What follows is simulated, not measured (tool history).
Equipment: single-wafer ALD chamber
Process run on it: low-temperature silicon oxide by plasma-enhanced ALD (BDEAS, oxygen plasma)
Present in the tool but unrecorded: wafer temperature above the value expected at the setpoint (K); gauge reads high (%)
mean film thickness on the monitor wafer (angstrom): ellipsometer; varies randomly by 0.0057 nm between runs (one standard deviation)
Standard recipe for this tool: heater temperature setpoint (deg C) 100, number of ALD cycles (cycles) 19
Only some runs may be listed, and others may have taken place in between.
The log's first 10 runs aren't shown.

| run | hour | heater temperature setpoint (deg C) | number of ALD cycles (cycles) | wafers since the last listed run | hours since the last thermocouple change | hours since the gauge calibration | read-back reference wafer on the same gauge, thickness_nm | mean film thickness on the monitor wafer (angstrom) |
|---|---|---|---|---|---|---|---|---|
| 11 | 266.5 | 100 | 20 | 309 | 835.4 | 608.2 | 2.039 | 26.47 |
| 12 | 295.8 | 100 | 19 | 343 | 864.7 | 637.5 | 2.038 | 25.10 |
|  | 298.0 | gauge calibrated |
| 13 | 326.8 | 100 | 19 | 363 | 895.7 | 28.8 | 2.054 | 25.30 |
| 14 | 353.1 | 100 | 19 | 308 | 922.0 | 55.1 | 2.052 | 25.28 |
| 15 | 367.0 | 100 | 17 | 163 | 935.9 | 69.0 | 2.052 | 22.56 |
| 16 | 387.1 | 100 | 17 | 235 | 956.0 | 89.1 | 2.049 | 22.65 |
| 17 | 418.1 | 100 | 17 | 363 | 987.0 | 120.1 | 2.049 | 22.70 |
| 18 | 445.6 | 100 | 16 | 322 | 1014.5 | 147.6 | 2.046 | 21.19 |
| 19 | 473.8 | 106 | 22 | 330 | 1042.7 | 175.8 | 2.044 | 28.84 |
| 20 | 486.2 | 113 | 16 | 145 | 1055.1 | 188.2 | 2.044 | 20.78 |
|  | 497.7 | thermocouple changed; heater temperature recalibrated |
| 21 | 521.2 | 114 | 19 | 316 | 23.5 | 223.2 | 2.041 | 24.44 |
| 22 | 533.6 | 106 | 19 | 145 | 35.9 | 235.6 | 2.043 | 24.81 |
| 23 | 547.5 | 100 | 19 | 163 | 49.8 | 249.5 | 2.041 | 25.19 |
| 24 | 582.2 | 108 | 19 | 407 | 84.5 | 284.2 | 2.042 | 24.80 |
| 25 | 606.8 | 100 | 20 | 288 | 109.1 | 308.8 | 2.040 | 26.47 |
| 26 | 638.2 | 112 | 22 | 368 | 140.5 | 340.2 | 2.039 | 28.44 |
| 27 | 668.2 | 100 | 21 | 351 | 170.5 | 370.2 | 2.039 | 27.75 |
| 28 | 683.3 | 100 | 19 | 177 | 185.6 | 385.3 | 2.038 | 25.05 |
| 29 | 716.2 | 105 | 19 | 385 | 218.5 | 418.2 | 2.039 | 24.90 |
| 30 | 735.0 | 87 | 19 | 220 | 237.3 | 437.0 | 2.036 | 26.31 |

Estimate the outcome of run 31 from the log above:
| 31 | 753.8 | 100 | 19 | 220 | 256.1 | 455.8 | ? | ? |

read-back reference wafer on the same gauge, thickness_nm: 2.036
mean film thickness on the monitor wafer (angstrom): 25.15
The same run, on a tool lacking any hidden state, would have yielded mean film thickness on the monitor wafer (angstrom) 25.43.

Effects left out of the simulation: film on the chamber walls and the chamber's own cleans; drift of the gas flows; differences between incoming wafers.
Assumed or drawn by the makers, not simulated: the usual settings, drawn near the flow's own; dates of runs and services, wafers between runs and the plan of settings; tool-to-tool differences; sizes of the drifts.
